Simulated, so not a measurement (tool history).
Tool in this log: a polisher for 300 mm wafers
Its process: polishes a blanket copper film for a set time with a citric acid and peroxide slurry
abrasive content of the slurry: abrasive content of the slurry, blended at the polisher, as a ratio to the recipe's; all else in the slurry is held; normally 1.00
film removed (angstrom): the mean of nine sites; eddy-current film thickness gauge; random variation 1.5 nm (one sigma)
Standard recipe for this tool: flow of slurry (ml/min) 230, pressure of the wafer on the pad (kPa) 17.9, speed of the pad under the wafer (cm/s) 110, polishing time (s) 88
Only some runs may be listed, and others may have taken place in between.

run   hour  flow of slurry (ml/min)  pressure of the wafer on the pad (kPa)  speed of the pad under the wafer (cm/s)  abrasive content of the slurry  polishing time (s)  incoming thickness of the incoming film, nm  film removed (angstrom)
  1    0.0                      230                                    17.9                                      110                            1.00                  88                                        815.4                     1446
  2   31.2                      230                                    17.9                                      110                            1.00                  88                                        806.0                     1436
      48.1  -- slurry blender recalibrated
  3   50.7                      230                                    17.9                                      110                            1.00                  88                                        818.9                     1452
  4   73.3                      230                                    17.9                                      110                            1.00                  88                                        808.2                     1443
  5   91.2                      230                                    17.9                                       88                            1.00                  88                                        823.3                     1159
  6  104.2                      230                                    17.9                                      110                            0.80                  88                                        823.4                     1362
  7  119.7                      230                                    17.9                                      110                            0.80                  88                                        823.7                     1363
     141.2  -- worn pad replaced by a new one
  8  147.9                      230                                    17.9                                      110                            1.00                  88                                        819.4                     1413
  9  164.3                      230                                    17.9                                      110                            1.00                  88                                        821.3                     1423
     182.8  -- slurry blender recalibrated
 10  195.9                      230                                    17.9                                      110                            1.00                  88                                        803.0                     1403
 11  221.8                      230                                    17.9                                      110                            1.00                  88                                        799.3                     1398
     227.7  -- slurry nozzle cleaned
 12  240.5                      230                                    17.9                                      110                            1.00                  88                                        796.6                     1532
 13  265.4                      255                                    15.9                                      110                            1.00                  88                                        805.6                     1423
 14  280.2                      230                                    17.9                                      110                            1.00                  88                                        805.4                     1549
 15  297.3                      230                                    17.9                                      110                            1.00                  88                                        812.5                     1526
     330.8  -- worn pad replaced by a new one
 16  331.3                      230                                    17.9                                      110                            1.00                  88                                        815.8                     1534
     337.7  -- head pressure recalibrated
     355.8  -- slurry blender recalibrated
 17  362.2                      230                                    17.9                                      110                            0.85                  61                                        804.8                     1029
 18  380.2                      195                                    17.9                                      110                            0.75                  88                                        806.9                     1391
 19  481.7                      230                                    17.9                                      138                            1.00                  88                                        815.5                     1905
 20  502.1                      230                                    17.9                                      110                            1.00                  88                                        810.5                     1525
     511.7  -- slurry blender recalibrated
 21  521.1                      230                                    12.4                                      140                            0.70                 109                                        804.9                     1695
 22  536.5                      230                                    17.9                                      110                            0.90                 107                                        815.6                     1788
     543.1  -- worn pad replaced by a new one
 23  549.7                      230                                    23.4                                      110                            0.80                  77                                        810.6                     1577
 24  565.4                      230                                    19.3                                       88                            1.00                 104                                        801.2                     1513
 25  592.5                      230                                    17.9                                      110                            1.00                  88                                        791.3                     1494
 26  618.0                      150                                    17.9                                      110                            1.00                  98                                        809.0                     1504
 27  636.0                      230                                    17.9                                      110                            1.10                  88                                        827.8                     1519
 28  648.1                      230                                    17.9                                      110                            0.90                  64                                        806.3                     1065
     676.9  -- slurry blender recalibrated
 29  682.9                      155                                    12.4                                       72                            1.00                  76                                        805.1                      598
 30  701.5                      230                                    17.9                                      110                            1.00                  88                                        814.2                     1469
     730.1  -- worn pad replaced by a new one
 31  730.6                      300                                    17.9                                      110                            1.00                  88                                        822.5                     1547

Forecast each of these 3 alternatives for the next run:
  A  731.0                      230                                    17.9                                      110                            1.00                  88                                        820.3                        ?
  B  731.0                      160                                    17.9                                      110                            1.00                  88                                        820.3                        ?
  C  731.0                      195                                    17.9                                      128                            1.00                  88                                        820.3                        ?

run  film removed (angstrom)
  A                     1459
  B                     1347
  C                     1638
With no hidden state in the tool, these same runs would have given:
run  film removed (angstrom)
  A                     1530
  B                     1445
  C                     1734

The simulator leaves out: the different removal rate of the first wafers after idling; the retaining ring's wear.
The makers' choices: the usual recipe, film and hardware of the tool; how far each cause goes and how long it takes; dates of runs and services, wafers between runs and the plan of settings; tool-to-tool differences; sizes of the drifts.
